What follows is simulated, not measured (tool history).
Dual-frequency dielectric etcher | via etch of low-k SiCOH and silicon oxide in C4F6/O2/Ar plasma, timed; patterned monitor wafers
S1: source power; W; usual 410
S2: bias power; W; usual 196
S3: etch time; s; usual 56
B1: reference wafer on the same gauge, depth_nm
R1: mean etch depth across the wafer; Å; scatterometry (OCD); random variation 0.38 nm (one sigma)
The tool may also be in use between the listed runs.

run,hour,S1,S2,S3,B1,R1
1,0,410,196,56,149,1406
2,5.2,410,196,56,148.9,1416
3,12,410,196,56,148.9,1408
4,25.2,410,196,56,149,1412
5,37.5,410,181,56,149,1380
6,47.5,410,181,56,149.1,1383
7,54,410,196,56,149,1410
8,63.3,490,149,67,149,1682
9,110.9,470,165,66.5,149,1686
10,125.7,410,196,56,149,1422
11,139.3,490,196,56,149,1524
12,173.6,310,196,56,148.9,1267
13,189.5,410,196,56,149.1,1425
14,206.9,410,211,56,149,1456
# hour 229.2: bias power generator calibrated
# hour 238.4: gauge calibrated
# hour 240.2: upper electrode replaced
15,240.7,410,233,56,148.9,1504
16,241,410,169,56,148.9,1366
17,248.2,410,167,70.5,149,1710
18,257.1,410,196,56,149,1429
19,266.5,410,151,39.5,149,941
20,273.8,330,172,65.5,149,1480
# hour 303.7: wet clean of the chamber
21,304.2,410,155,56,149,1331
22,304.6,330,156,40.5,149.1,876
23,304.9,350,231,56,149,1393
24,305.8,410,196,56,149.1,1418
25,314.8,410,196,56,148.9,1407
26,326.1,410,243,56,148.9,1506
27,332.5,410,196,56,148.9,1413
28,340.2,330,227,48,149.1,1164
29,357.3,340,215,39.5,149,957
30,371.3,410,196,56,149.1,1420

The tool's hidden state at each run:
source power that arrives over what is set, %: 0 in every run
bias power that arrives over what is set, %: 0 in every run
gauge reads high (%): 0 in every run
H1: etch rate over this chamber's usual, %
run,H1
1,-0.279
2,-0.252
3,-0.216
4,-0.147
5,-0.0824
6,-0.0301
7,0.00398
8,0.0527
9,0.302
10,0.379
11,0.451
12,0.63
13,0.713
14,0.805
15,0.981
16,0.983
17,1.02
18,1.07
19,1.12
20,1.15
21,-0.0275
22,-0.0254
23,-0.0239
24,-0.0191
25,0.028
26,0.0871
27,0.121
28,0.161
29,0.251
30,0.324
